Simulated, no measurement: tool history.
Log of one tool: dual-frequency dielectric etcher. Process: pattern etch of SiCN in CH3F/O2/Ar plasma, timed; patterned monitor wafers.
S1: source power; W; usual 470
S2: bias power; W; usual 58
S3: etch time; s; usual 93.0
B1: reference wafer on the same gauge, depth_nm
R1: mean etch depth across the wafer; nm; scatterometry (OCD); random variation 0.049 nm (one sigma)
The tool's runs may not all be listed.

run   hour   S1  S2    S3     B1     R1
  1    0.0  420  58  93.0  34.51  30.99
  2   34.0  470  64  93.0  34.50  33.08
  3   56.7  470  64  93.0  34.49  33.07
  4   86.8  470  64  93.0  34.50  33.07
  5  114.1  470  58  93.0  34.50  32.37
  6  127.1  470  58  93.0  34.52  32.34
  7  149.5  390  47  93.0  34.49  28.79
  8  178.9  470  58  93.0  34.49  32.44
  9  200.2  470  58  93.0  34.51  32.43
     235.6  -- source power generator calibrated
     245.8  -- bias power generator calibrated
     254.6  -- gauge calibrated
 10  264.3  470  58  93.0  34.51  33.22
 11  280.6  440  58  71.0  34.50  24.77
     304.7  -- upper electrode replaced
     319.2  -- wet clean of the chamber
 12  319.7  420  50  84.5  34.50  27.56

Forecast run 13:
 13  332.8  390  44  102.0   ?   ?

B1: 34.50
R1: 31.44 nm
Without the tool's hidden state the same run would have given R1 31.41 nm.

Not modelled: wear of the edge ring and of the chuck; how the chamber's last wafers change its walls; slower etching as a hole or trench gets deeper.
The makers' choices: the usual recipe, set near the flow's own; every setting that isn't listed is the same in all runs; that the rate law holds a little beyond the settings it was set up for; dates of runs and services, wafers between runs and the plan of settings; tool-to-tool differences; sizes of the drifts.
